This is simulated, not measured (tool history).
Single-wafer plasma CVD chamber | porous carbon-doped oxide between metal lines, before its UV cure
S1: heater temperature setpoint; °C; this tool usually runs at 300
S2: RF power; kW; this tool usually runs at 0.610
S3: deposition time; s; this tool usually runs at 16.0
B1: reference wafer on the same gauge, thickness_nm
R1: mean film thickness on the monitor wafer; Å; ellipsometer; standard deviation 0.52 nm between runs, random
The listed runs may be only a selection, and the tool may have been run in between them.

run     day   S1     S2    S3      B1       R1
  1   0.000  300  0.610  16.0  73.436   905.65
  2   2.646  300  0.585  18.1  73.560   987.34
  3   4.392  300  0.560  16.0  73.449   853.41
      5.488  -- thermocouple changed; heater temperature recalibrated
  4   8.662  300  0.610  16.0  73.495   906.68
  5  12.692  300  0.610  16.0  73.382   906.63
  6  15.433  300  0.610  16.0  73.397   904.53
  7  19.146  300  0.580  16.0  73.154   879.53
  8  21.325  293  0.610  14.9  73.684   879.24
  9  25.417  305  0.665  16.0  73.349   925.14
     26.633  -- gauge calibrated
 10  27.562  305  0.665  16.0  73.380   927.89
     31.604  -- RF generator calibrated
 11  31.625  296  0.610  16.0  73.342   930.85
 12  34.267  300  0.720  17.2  73.527  1064.05
 13  36.017  295  0.530  13.0  73.281   702.88
 14  38.046  300  0.560  16.0  73.116   850.06
     38.875  -- showerhead replaced
 15  39.862  300  0.495  16.0  73.229   808.26
 16  44.025  300  0.610  14.8  73.316   840.75
     45.467  -- thermocouple changed; heater temperature recalibrated
 17  47.404  300  0.610  16.0  73.494   896.49
 18  49.396  308  0.550  14.2  73.550   729.01
 19  51.296  300  0.610  17.2  73.321   965.08
 20  55.275  290  0.700  14.4  73.466   920.84
 21  59.325  308  0.610  16.0  73.263   875.89
 22  62.346  309  0.690  16.0  73.204   917.24
 23  65.354  295  0.715  14.6  73.598   931.15

4 ways to go on from here, each from the tool as it stands after run 23. What would each give?
  A  65.371  300  0.660  16.0   ?   ?
  B  65.371  300  0.565  16.0   ?   ?
  C  65.371  300  0.610  16.8   ?   ?
  D  65.371  300  0.610  17.6   ?   ?

run      B1      R1
  A  73.379  942.93
  B  73.379  864.42
  C  73.379  945.54
  D  73.379  988.92
With no hidden state in the tool, these same runs would have given:
run      R1
  A  942.93
  B  864.42
  C  945.54
  D  988.92
